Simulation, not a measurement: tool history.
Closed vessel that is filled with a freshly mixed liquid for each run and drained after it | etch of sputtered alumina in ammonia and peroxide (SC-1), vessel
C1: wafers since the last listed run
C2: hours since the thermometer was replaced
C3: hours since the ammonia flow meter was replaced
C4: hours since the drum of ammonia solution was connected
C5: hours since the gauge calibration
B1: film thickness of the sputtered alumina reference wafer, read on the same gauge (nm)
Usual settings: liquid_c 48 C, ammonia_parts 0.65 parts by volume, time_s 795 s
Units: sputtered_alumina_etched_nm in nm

Run 1, hour 0: usual settings but liquid_c 55 C; C1 0; C2 2632.4; C3 1794.5; C4 715.7; C5 322.4; B1 40.02. Result: sputtered_alumina_etched_nm 72.75 nm.
At hour 12.2: new drum of ammonia solution connected.
Run 2, hour 17.7: usual settings but time_s 1110 s; C1 1204; C2 2650.1; C3 1812.2; C4 5.5; C5 340.1; B1 40. Result: sputtered_alumina_etched_nm 69.24 nm.
Run 3, hour 23.9: usual settings but time_s 1110 s; C1 447; C2 2656.3; C3 1818.4; C4 11.7; C5 346.3; B1 39.97. Result: sputtered_alumina_etched_nm 70.27 nm.
At hour 27: gauge calibrated.
Run 4, hour 34: usual settings but time_s 1110 s; C1 728; C2 2666.4; C3 1828.5; C4 21.8; C5 7; B1 40.01. Result: sputtered_alumina_etched_nm 69.93 nm.
Run 5, hour 41: usual settings; C1 504; C2 2673.4; C3 1835.5; C4 28.8; C5 14; B1 39.98. Result: sputtered_alumina_etched_nm 49.79 nm.
Run 6, hour 50: usual settings; C1 649; C2 2682.4; C3 1844.5; C4 37.8; C5 23; B1 40. Result: sputtered_alumina_etched_nm 49.84 nm.
Run 7, hour 56.8: usual settings but time_s 530 s; C1 490; C2 2689.2; C3 1851.3; C4 44.6; C5 29.8; B1 40.01. Result: sputtered_alumina_etched_nm 33.36 nm.
Run 8, hour 65.7: usual settings; C1 642; C2 2698.1; C3 1860.2; C4 53.5; C5 38.7; B1 39.98. Result: sputtered_alumina_etched_nm 50.75 nm.
Run 9, hour 72.1: usual settings but time_s 405 s; C1 461; C2 2704.5; C3 1866.6; C4 59.9; C5 45.1; B1 39.97. Result: sputtered_alumina_etched_nm 25.35 nm.
Run 10, hour 80.9: usual settings but ammonia_parts 0.95 parts by volume; C1 634; C2 2713.3; C3 1875.4; C4 68.7; C5 53.9; B1 39.98. Result: sputtered_alumina_etched_nm 52.28 nm.
Run 11, hour 91.5: usual settings but liquid_c 53.5 C, ammonia_parts 0.5 parts by volume, time_s 1100 s; C1 764; C2 2723.9; C3 1886; C4 79.3; C5 64.5; B1 40.01. Result: sputtered_alumina_etched_nm 90.29 nm.
Run 12, hour 99.7: usual settings but liquid_c 39 C; C1 591; C2 2732.1; C3 1894.2; C4 87.5; C5 72.7; B1 40. Result: sputtered_alumina_etched_nm 30.36 nm.
Run 13, hour 111.1: usual settings but liquid_c 44 C, ammonia_parts 0.4 parts by volume, time_s 425 s; C1 822; C2 2743.5; C3 1905.6; C4 98.9; C5 84.1; B1 39.97. Result: sputtered_alumina_etched_nm 20.51 nm.
Run 14, hour 122.6: usual settings but ammonia_parts 0.9 parts by volume, time_s 1210 s; C1 829; C2 2755; C3 1917.1; C4 110.4; C5 95.6; B1 40. Result: sputtered_alumina_etched_nm 78.83 nm.
At hour 129.9: thermometer replaced.
At hour 150: ammonia flow meter replaced.
Run 15, hour 156.3: usual settings but liquid_c 45 C, ammonia_parts 0.5 parts by volume, time_s 340 s; C1 2286; C2 26.4; C3 6.3; C4 144.1; C5 129.3; B1 39.99. Result: sputtered_alumina_etched_nm 15.45 nm.
Run 16, hour 169.8: usual settings; C1 973; C2 39.9; C3 19.8; C4 157.6; C5 142.8; B1 39.98. Result: sputtered_alumina_etched_nm 43.81 nm.
Run 17, hour 185.9: usual settings but liquid_c 44.5 C, ammonia_parts 0.55 parts by volume, time_s 1020 s; C1 1161; C2 56; C3 35.9; C4 173.7; C5 158.9; B1 40.02. Result: sputtered_alumina_etched_nm 45.27 nm.
Run 18, hour 198.8: usual settings but time_s 1235 s; C1 930; C2 68.9; C3 48.8; C4 186.6; C5 171.8; B1 40. Result: sputtered_alumina_etched_nm 67.56 nm.
Run 19, hour 216.4: usual settings but ammonia_parts 0.45 parts by volume; C1 1269; C2 86.5; C3 66.4; C4 204.2; C5 189.4; B1 39.99. Result: sputtered_alumina_etched_nm 42.39 nm.
Run 20, hour 228.5: usual settings but liquid_c 40 C, time_s 395 s; C1 872; C2 98.6; C3 78.5; C4 216.3; C5 201.5; B1 40.02. Result: sputtered_alumina_etched_nm 13.9 nm.
Run 21, hour 236.8: usual settings; C1 598; C2 106.9; C3 86.8; C4 224.6; C5 209.8; B1 39.99. Result: sputtered_alumina_etched_nm 43.45 nm.
Run 22, hour 243.4: usual settings but ammonia_parts 0.35 parts by volume, time_s 1005 s; C1 476; C2 113.5; C3 93.4; C4 231.2; C5 216.4; B1 40. Result: sputtered_alumina_etched_nm 52.55 nm.
Run 23, hour 250.8: usual settings; C1 533; C2 120.9; C3 100.8; C4 238.6; C5 223.8; B1 40.01. Result: sputtered_alumina_etched_nm 44 nm.
Run 24, hour 261.9: usual settings but liquid_c 41.5 C, ammonia_parts 0.4 parts by volume; C1 800; C2 132; C3 111.9; C4 249.7; C5 234.9; B1 40.01. Result: sputtered_alumina_etched_nm 29.17 nm.
Run 25, hour 271: usual settings; C1 656; C2 141.1; C3 121; C4 258.8; C5 244; B1 40.02. Result: sputtered_alumina_etched_nm 43.59 nm.
Run 26, hour 281.8: usual settings but liquid_c 57.5 C; C1 779; C2 151.9; C3 131.8; C4 269.6; C5 254.8; B1 39.99. Result: sputtered_alumina_etched_nm 74.58 nm.
Run 27, hour 294.7: usual settings but liquid_c 45.5 C, ammonia_parts 0.5 parts by volume, time_s 505 s; C1 930; C2 164.8; C3 144.7; C4 282.5; C5 267.7; B1 39.98. Result: sputtered_alumina_etched_nm 23.46 nm.
Run 28, hour 300.9: usual settings; C1 447; C2 171; C3 150.9; C4 288.7; C5 273.9; B1 39.98. Result: sputtered_alumina_etched_nm 43.91 nm.

The same runs without the tool's hidden state, with the same run-to-run variation:
The hidden state here: liquid hotter than its thermometer reads (K); ammonia flow below the setpoint (%); ammonia solution weaker than its label (%); gauge reads high (%).
run  sputtered_alumina_etched_nm
  1                        63.15
  2                        59.64
  3                         60.5
  4                        60.17
  5                        42.82
  6                        42.84
  7                        28.67
  8                         43.6
  9                        21.77
 10                        44.89
 11                        77.92
 12                        25.78
 13                        17.51
 14                        67.54
 15                        15.16
 16                        42.96
 17                        44.32
 18                        66.15
 19                        41.45
 20                        13.57
 21                        42.44
 22                        51.33
 23                        42.96
 24                        28.43
 25                        42.51
 26                        72.81
 27                        22.84
 28                        42.75

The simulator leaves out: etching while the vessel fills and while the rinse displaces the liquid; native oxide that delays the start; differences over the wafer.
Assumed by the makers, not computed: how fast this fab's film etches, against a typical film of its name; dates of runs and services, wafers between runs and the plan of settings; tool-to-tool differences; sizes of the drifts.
